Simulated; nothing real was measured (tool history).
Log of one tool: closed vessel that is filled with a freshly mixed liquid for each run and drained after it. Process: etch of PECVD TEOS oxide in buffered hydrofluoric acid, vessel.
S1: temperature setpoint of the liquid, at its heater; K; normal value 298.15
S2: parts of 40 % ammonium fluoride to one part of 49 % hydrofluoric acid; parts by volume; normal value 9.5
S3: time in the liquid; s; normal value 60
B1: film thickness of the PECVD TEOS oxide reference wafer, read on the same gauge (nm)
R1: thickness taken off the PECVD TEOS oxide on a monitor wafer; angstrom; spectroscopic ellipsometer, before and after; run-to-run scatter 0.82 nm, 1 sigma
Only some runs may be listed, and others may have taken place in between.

| run | day | S1 | S2 | S3 | B1 | R1 |
|---|---|---|---|---|---|---|
| 1 | 0 | 298.15 | 9.5 | 60 | 99.94 | 1756.1 |
| 2 | 2.058 | 298.15 | 9.5 | 60 | 99.98 | 1753.4 |
| 3 | 12.612 | 298.15 | 9.5 | 60 | 99.96 | 1742.1 |
| 4 | 15.05 | 300.15 | 9.5 | 60 | 100.02 | 1940.4 |
| 5 | 18.683 | 298.15 | 9.5 | 60 | 99.99 | 1747.7 |
| 6 | 22.75 | 298.15 | 9.5 | 60 | 100.05 | 1738.8 |
| 7 | 25.65 | 298.15 | 11 | 60 | 99.99 | 1542.8 |
| 8 | 28.338 | 298.15 | 11 | 60 | 100 | 1540.8 |
| 9 | 30.804 | 298.15 | 9.5 | 60 | 100 | 1744.7 |
| 10 | 34.033 | 298.15 | 9.5 | 60 | 99.99 | 1731.5 |
|  | 34.9 | gauge calibrated |
| 11 | 36.062 | 298.15 | 9.5 | 60 | 100 | 1727.4 |
| 12 | 37.638 | 298.15 | 9.5 | 60 | 100.02 | 1729.1 |
| 13 | 40.517 | 298.15 | 12 | 85 | 99.98 | 1999.1 |
| 14 | 43.229 | 298.15 | 12 | 85 | 100 | 1993.7 |
| 15 | 47.471 | 296.65 | 9.5 | 60 | 100.01 | 1592.2 |
| 16 | 49.033 | 296.65 | 9.5 | 60 | 100.02 | 1585.3 |
| 17 | 50.95 | 301.65 | 6 | 85 | 100.03 | 4628.9 |
| 18 | 53.65 | 298.15 | 9.5 | 60 | 100.02 | 1725.9 |
| 19 | 55.333 | 301.15 | 9.5 | 60 | 99.95 | 2041.7 |
| 20 | 57.908 | 298.15 | 9.5 | 60 | 99.99 | 1719.3 |
| 21 | 61.929 | 298.15 | 8 | 60 | 99.98 | 2068.6 |
|  | 61.988 | thermometer replaced |
| 22 | 65.754 | 296.65 | 9.5 | 60 | 100 | 1651.9 |
| 23 | 68.483 | 294.65 | 9.5 | 95 | 100 | 2362.5 |
|  | 68.533 | hydrofluoric acid flow meter replaced |
| 24 | 72.35 | 298.15 | 8 | 90 | 99.98 | 3083.1 |
| 25 | 76.692 | 298.15 | 9.5 | 60 | 100 | 1743.6 |
| 26 | 79.208 | 294.15 | 13 | 60 | 99.99 | 1061.7 |
| 27 | 82.521 | 294.15 | 6.5 | 60 | 99.99 | 2029.6 |
| 28 | 86.938 | 298.15 | 5.5 | 35 | 100.04 | 1715.2 |
| 29 | 91.438 | 298.15 | 9.5 | 60 | 100.01 | 1743.5 |
| 30 | 93.542 | 298.15 | 6.5 | 70 | 99.95 | 2976.1 |
| 31 | 95.454 | 298.15 | 9.5 | 60 | 99.97 | 1756.7 |
| 32 | 98.775 | 296.15 | 9.5 | 50 | 99.96 | 1295.1 |

Measured result minus the same run's result without the hidden state. Both carry the same run-to-run variation, though not necessarily the same gauge scatter:
Hidden state present: liquid colder than its thermometer reads (K); hydrofluoric acid flow above the setpoint (%); gauge reads high (%).
| run | R1 |
|---|---|
| 1 | -22.2 |
| 2 | -23.2 |
| 3 | -28.4 |
| 4 | -32.1 |
| 5 | -30.8 |
| 6 | -32.9 |
| 7 | -19.1 |
| 8 | -19.4 |
| 9 | -36.6 |
| 10 | -37.9 |
| 11 | -38.9 |
| 12 | -40.3 |
| 13 | -28.5 |
| 14 | -29.8 |
| 15 | -42.1 |
| 16 | -42.3 |
| 17 | -87.4 |
| 18 | -47.1 |
| 19 | -55.4 |
| 20 | -49.1 |
| 21 | -28.9 |
| 22 | +22.4 |
| 23 | +30.7 |
| 24 | -27.6 |
| 25 | -19.9 |
| 26 | -11.1 |
| 27 | -23.7 |
| 28 | -20.7 |
| 29 | -26.4 |
| 30 | -39.2 |
| 31 | -28.8 |
| 32 | -22.8 |
